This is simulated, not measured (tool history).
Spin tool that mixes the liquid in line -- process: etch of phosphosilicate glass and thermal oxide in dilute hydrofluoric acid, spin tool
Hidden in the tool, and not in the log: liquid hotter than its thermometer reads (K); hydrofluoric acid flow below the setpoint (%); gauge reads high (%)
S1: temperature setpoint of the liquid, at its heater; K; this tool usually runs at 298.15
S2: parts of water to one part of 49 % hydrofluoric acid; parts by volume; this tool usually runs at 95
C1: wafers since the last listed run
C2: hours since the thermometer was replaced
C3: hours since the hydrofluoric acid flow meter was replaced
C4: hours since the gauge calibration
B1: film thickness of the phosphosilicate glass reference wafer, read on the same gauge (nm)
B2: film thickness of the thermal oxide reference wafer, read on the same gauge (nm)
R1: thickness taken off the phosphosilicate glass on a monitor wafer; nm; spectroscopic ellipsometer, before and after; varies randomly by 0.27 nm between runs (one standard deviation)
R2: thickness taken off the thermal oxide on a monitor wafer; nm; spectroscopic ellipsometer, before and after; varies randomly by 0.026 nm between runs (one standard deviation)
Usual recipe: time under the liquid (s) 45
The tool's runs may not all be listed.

{"run": 1, "hour": 0.0, "S1": 294.65, "S2": 95, "time under the liquid (s)": 35, "C1": 0, "C2": 481.4, "C3": 771.4, "C4": 82.7, "B1": 79.99, "B2": 139.997, "R1": 23.72, "R2": 1.165}
{"run": 2, "hour": 11.7, "S1": 294.65, "S2": 95, "time under the liquid (s)": 35, "C1": 159, "C2": 493.1, "C3": 783.1, "C4": 94.4, "B1": 80.02, "B2": 140.002, "R1": 23.81, "R2": 1.162}
{"run": 3, "hour": 25.4, "S1": 302.15, "S2": 95, "time under the liquid (s)": 45, "C1": 187, "C2": 506.8, "C3": 796.8, "C4": 108.1, "B1": 79.99, "B2": 139.97, "R1": 40.24, "R2": 1.939}
{"run": 4, "hour": 43.2, "S1": 298.15, "S2": 95, "time under the liquid (s)": 45, "C1": 242, "C2": 524.6, "C3": 814.6, "C4": 125.9, "B1": 80.03, "B2": 140.017, "R1": 34.9, "R2": 1.641}
{"run": 5, "hour": 58.4, "S1": 295.65, "S2": 95, "time under the liquid (s)": 60, "C1": 207, "C2": 539.8, "C3": 829.8, "C4": 141.1, "B1": 79.99, "B2": 140.007, "R1": 41.93, "R2": 2.035}
{"run": 6, "hour": 70.0, "S1": 298.15, "S2": 95, "time under the liquid (s)": 55, "C1": 158, "C2": 551.4, "C3": 841.4, "C4": 152.7, "B1": 80.03, "B2": 139.96, "R1": 41.89, "R2": 2.072}
{"hour": 82.0, "done": "hydrofluoric acid flow meter replaced"}
{"run": 7, "hour": 82.5, "S1": 298.15, "S2": 95, "time under the liquid (s)": 45, "C1": 156, "C2": 563.9, "C3": 0.5, "C4": 165.2, "B1": 79.99, "B2": 140.002, "R1": 40.5, "R2": 2.005}
{"run": 8, "hour": 88.2, "S1": 298.15, "S2": 95, "time under the liquid (s)": 45, "C1": 77, "C2": 569.6, "C3": 6.2, "C4": 170.9, "B1": 80.0, "B2": 140.005, "R1": 41.17, "R2": 1.97}
{"hour": 101.2, "done": "thermometer replaced"}
{"run": 9, "hour": 101.7, "S1": 298.15, "S2": 95, "time under the liquid (s)": 45, "C1": 170, "C2": 0.5, "C3": 19.7, "C4": 184.4, "B1": 80.01, "B2": 140.009, "R1": 40.79, "R2": 1.97}
{"run": 10, "hour": 107.9, "S1": 301.65, "S2": 45, "time under the liquid (s)": 40, "C1": 84, "C2": 6.7, "C3": 25.9, "C4": 190.6, "B1": 80.01, "B2": 140.03, "R1": 92.8, "R2": 4.605}
{"run": 11, "hour": 122.7, "S1": 298.15, "S2": 110, "time under the liquid (s)": 45, "C1": 202, "C2": 21.5, "C3": 40.7, "C4": 205.4, "B1": 79.99, "B2": 140.0, "R1": 34.44, "R2": 1.677}
{"run": 12, "hour": 132.6, "S1": 302.15, "S2": 95, "time under the liquid (s)": 45, "C1": 135, "C2": 31.4, "C3": 50.6, "C4": 215.3, "B1": 80.0, "B2": 140.005, "R1": 47.27, "R2": 2.256}
{"run": 13, "hour": 143.0, "S1": 293.65, "S2": 110, "time under the liquid (s)": 60, "C1": 141, "C2": 41.8, "C3": 61.0, "C4": 225.7, "B1": 80.0, "B2": 139.987, "R1": 38.74, "R2": 1.895}
{"run": 14, "hour": 150.5, "S1": 296.15, "S2": 130, "time under the liquid (s)": 45, "C1": 102, "C2": 49.3, "C3": 68.5, "C4": 233.2, "B1": 80.0, "B2": 140.027, "R1": 26.08, "R2": 1.267}
{"hour": 157.9, "done": "gauge calibrated"}
{"run": 15, "hour": 165.6, "S1": 298.15, "S2": 95, "time under the liquid (s)": 55, "C1": 206, "C2": 64.4, "C3": 83.6, "C4": 7.7, "B1": 80.02, "B2": 140.039, "R1": 48.91, "R2": 2.379}
{"run": 16, "hour": 177.0, "S1": 298.15, "S2": 50, "time under the liquid (s)": 45, "C1": 155, "C2": 75.8, "C3": 95.0, "C4": 19.1, "B1": 79.99, "B2": 139.999, "R1": 81.34, "R2": 3.936}
{"run": 17, "hour": 186.2, "S1": 298.15, "S2": 95, "time under the liquid (s)": 45, "C1": 125, "C2": 85.0, "C3": 104.2, "C4": 28.3, "B1": 79.99, "B2": 140.032, "R1": 40.53, "R2": 1.919}
{"run": 18, "hour": 236.7, "S1": 298.15, "S2": 95, "time under the liquid (s)": 25, "C1": 689, "C2": 135.5, "C3": 154.7, "C4": 78.8, "B1": 79.99, "B2": 140.009, "R1": 22.16, "R2": 1.065}

Predict each of these 3 candidate next runs independently; none follows another, all start after run 18:
{"run": "A", "hour": 237.1, "S1": 298.15, "S2": 95, "time under the liquid (s)": 45, "C1": 5, "C2": 135.9, "C3": 155.1, "C4": 79.2, "B1": "?", "B2": "?", "R1": "?", "R2": "?"}
{"run": "B", "hour": 237.1, "S1": 296.65, "S2": 110, "time under the liquid (s)": 55, "C1": 5, "C2": 135.9, "C3": 155.1, "C4": 79.2, "B1": "?", "B2": "?", "R1": "?", "R2": "?"}
{"run": "C", "hour": 237.1, "S1": 295.65, "S2": 145, "time under the liquid (s)": 45, "C1": 5, "C2": 135.9, "C3": 155.1, "C4": 79.2, "B1": "?", "B2": "?", "R1": "?", "R2": "?"}

run=A B1=80.00 B2=139.975 R1=39.95 R2=1.920
run=B B1=80.00 B2=139.975 R1=39.00 R2=1.875
run=C B1=80.00 B2=139.975 R1=22.33 R2=1.074
With no hidden state in the tool, these same runs would have given:
run=A R1=41.55 R2=1.997
run=B R1=40.59 R2=1.951
run=C R1=23.27 R2=1.118
